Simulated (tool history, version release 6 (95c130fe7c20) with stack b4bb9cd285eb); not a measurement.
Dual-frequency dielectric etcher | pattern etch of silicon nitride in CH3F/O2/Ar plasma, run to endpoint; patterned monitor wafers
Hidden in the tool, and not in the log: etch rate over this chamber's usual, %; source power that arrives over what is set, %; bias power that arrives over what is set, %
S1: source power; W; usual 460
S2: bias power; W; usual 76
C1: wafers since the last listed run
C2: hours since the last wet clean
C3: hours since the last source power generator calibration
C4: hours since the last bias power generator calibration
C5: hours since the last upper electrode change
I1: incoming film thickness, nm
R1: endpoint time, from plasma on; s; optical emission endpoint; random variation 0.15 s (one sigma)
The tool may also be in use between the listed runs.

run   hour   S1  S2   C1     C2      C3      C4      C5     I1    R1
  1      0  460  76    0  362.8  5107.6    3553  2595.3  35.12  47.3
  2   35.6  460  76  227  398.4  5143.2  3588.6  2630.9  35.35  47.3
  3   44.6  550  67   57  407.4  5152.2  3597.6  2639.9  34.99  47.4
      98.1  -- wet clean of the chamber
  4   98.6  550  67  191    0.5  5206.2  3651.6  2693.9  35.12  47.4
  5     99  550  67    2    0.9  5206.6    3652  2694.3  35.16  47.4
  6  104.4  410  76   34    6.3    5212  3657.4  2699.7   35.3  48.6
  7  116.6  460  76   77   18.5  5224.2  3669.6  2711.9  35.38  47.4
  8  133.9  460  76  110   35.8  5241.5  3686.9  2729.2  34.93  46.9
  9  146.9  490  81   82   48.8  5254.5  3699.9  2742.2  34.99  44.9
 10    160  460  76   83   61.9  5267.6    3713  2755.3  35.05  47.2
 11  174.4  460  76   91   76.3    5282  3727.4  2769.7  35.35  47.2
 12  181.7  460  76   46   83.6  5289.3  3734.7    2777  35.19    47
 13    188  460  76   40   89.9  5295.6    3741  2783.3  35.01  46.8
 14  204.4  510  67  104  106.3    5312  3757.4  2799.7  35.17  48.6
 15  214.4  460  76   63  116.3    5322  3767.4  2809.7  34.89  46.7
 16    227  360  93   80  128.9  5334.6    3780  2822.3  35.33  45.9
 17  239.1  460  76   77    141  5346.7  3792.1  2834.4  35.04  46.9
     250.1  -- bias power generator calibrated
 18  250.6  500  76   47  152.5  5358.2     0.5  2845.9  35.49  46.4
 19  265.4  520  88   94  167.3    5373    15.3  2860.7  35.32  43.1
     281.7  -- source power generator calibrated
     300.4  -- upper electrode replaced
 20  300.9  410  89   82  202.8    19.2    50.8     0.5  35.13  45.3
 21  305.8  520  86   31  207.7    24.1    55.7     5.4  35.12  43.1
 22  312.1  410  59   40    214    30.4      62    11.7  34.92    54
 23    320  460  76   50  221.9    38.3    69.9    19.6   35.2  47.1
 24    330  370  89   63  231.9    48.3    79.9    29.6  35.13  46.3
 25  340.4  560  76   66  242.3    58.7    90.3      40  35.13    45
 26  349.2  370  59   56  251.1    67.5    99.1    48.8  35.15  55.5
 27  358.7  380  85   60  260.6      77   108.6    58.3  34.93  46.5
 28  370.7  540  60   76  272.6      89   120.6    70.3  35.19  50.5
 29  380.3  460  76   61  282.2    98.6   130.2    79.9  35.27  47.2
 30  389.3  380  87   57  291.2   107.6   139.2    88.9  35.06  46.5
 31  404.6  360  65   97  306.5   122.9   154.5   104.2  34.81  53.4
 32  434.6  460  76  191  336.5   152.9   184.5   134.2  35.32  47.5
 33  442.4  460  86   49  344.3   160.7   192.3     142     35  44.3
 34  455.8  510  85   85  357.7   174.1   205.7   155.4  35.16    44
 35    470  460  76   90  371.9   188.3   219.9   169.6  35.29  47.4
 36  476.5  460  76   41  378.4   194.8   226.4   176.1   34.7  46.4
 37  486.9  460  76   66  388.8   205.2   236.8   186.5  35.49  47.7

What the log doesn't show, run by run:
etch rate over this chamber's usual, %: 0 in every run
source power that arrives over what is set, %: 0 in every run
bias power that arrives over what is set, %: 0 in every run
